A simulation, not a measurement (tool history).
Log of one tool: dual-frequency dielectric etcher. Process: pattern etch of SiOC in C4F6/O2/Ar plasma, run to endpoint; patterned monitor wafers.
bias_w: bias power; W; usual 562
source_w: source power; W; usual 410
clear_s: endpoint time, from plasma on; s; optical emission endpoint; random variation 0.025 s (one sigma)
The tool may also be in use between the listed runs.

run    hour  bias_w  source_w  incoming incoming film thickness, nm  clear_s
  1     0.0     527       410                                 27.73      8.4
       70.2  -- wet clean of the chamber
  2   183.8     527       410                                 27.25      8.3
  3   284.1     562       380                                 27.37      8.1
  4   391.1     562       380                                 27.31      8.1
      643.3  -- wet clean of the chamber
  5   643.8     562       410                                 27.31      8.0
  6   691.7     562       410                                 27.30      7.9
  7   729.0     562       410                                 27.80      8.0
  8   781.6     562       430                                 27.40      7.8
  9   861.3     562       430                                 27.57      7.9
 10   963.1     562       430                                 27.33      7.8
 11  1029.0     562       410                                 27.32      7.9
 12  1119.8     562       410                                 27.39      7.9
     1144.9  -- source power generator calibrated
 13  1179.9     562       410                                 27.33      7.9
 14  1263.8     562       410                                 27.34      7.9
     1322.7  -- wet clean of the chamber
 15  1338.3     562       410                                 27.43      7.9
 16  1396.9     562       410                                 27.42      7.8
     1455.0  -- upper electrode replaced
 17  1478.6     562       380                                 27.48      8.1
 18  1528.2     625       500                                 27.40      6.9
 19  1566.3     605       350                                 27.41      8.0
 20  1626.1     676       380                                 27.51      7.3
 21  1681.0     426       460                                 27.36      9.0
 22  1719.1     636       440                                 27.55      7.2
 23  1757.6     444       490                                 27.39      8.6
 24  1810.6     562       410                                 27.72      7.9
     1974.5  -- wet clean of the chamber
 25  2096.0     614       470                                 27.70      7.2
 26  2144.4     500       460                                 27.52      8.1
 27  2231.1     679       470                                 27.50      6.7
     2252.7  -- bias power generator calibrated
 28  2295.3     562       410                                 27.64      8.2
 29  2343.5     562       410                                 27.41      8.1
 30  2437.8     562       460                                 27.43      7.8
 31  2531.9     672       340                                 27.52      7.8
     2613.3  -- wet clean of the chamber
 32  2630.6     425       380                                 27.40      9.9
 33  2717.5     496       360                                 27.55      9.1
 34  2822.2     518       330                                 27.86      9.2
 35  2927.9     660       490                                 27.50      7.0
 36  2971.3     625       440                                 27.95      7.6

The tool's hidden state at each run:
etch rate over this chamber's usual, %: 0 in every run
source power that arrives over what is set, %: 0 in every run
H1: bias power that arrives over what is set, %
run       H1
  1     1.79
  2     2.01
  3     2.14
  4     2.29
  5     2.69
  6     2.77
  7     2.83
  8     2.93
  9     3.07
 10     3.27
 11      3.4
 12     3.59
 13     3.72
 14     3.91
 15     4.08
 16     4.22
 17     4.41
 18     4.54
 19     4.63
 20     4.79
 21     4.93
 22     5.03
 23     5.13
 24     5.28
 25      6.1
 26     6.25
 27     6.52
 28  -0.0529
 29  -0.0499
 30  -0.0379
 31  -0.0178
 32   0.0122
 33    0.046
 34   0.0959
 35    0.157
 36    0.185
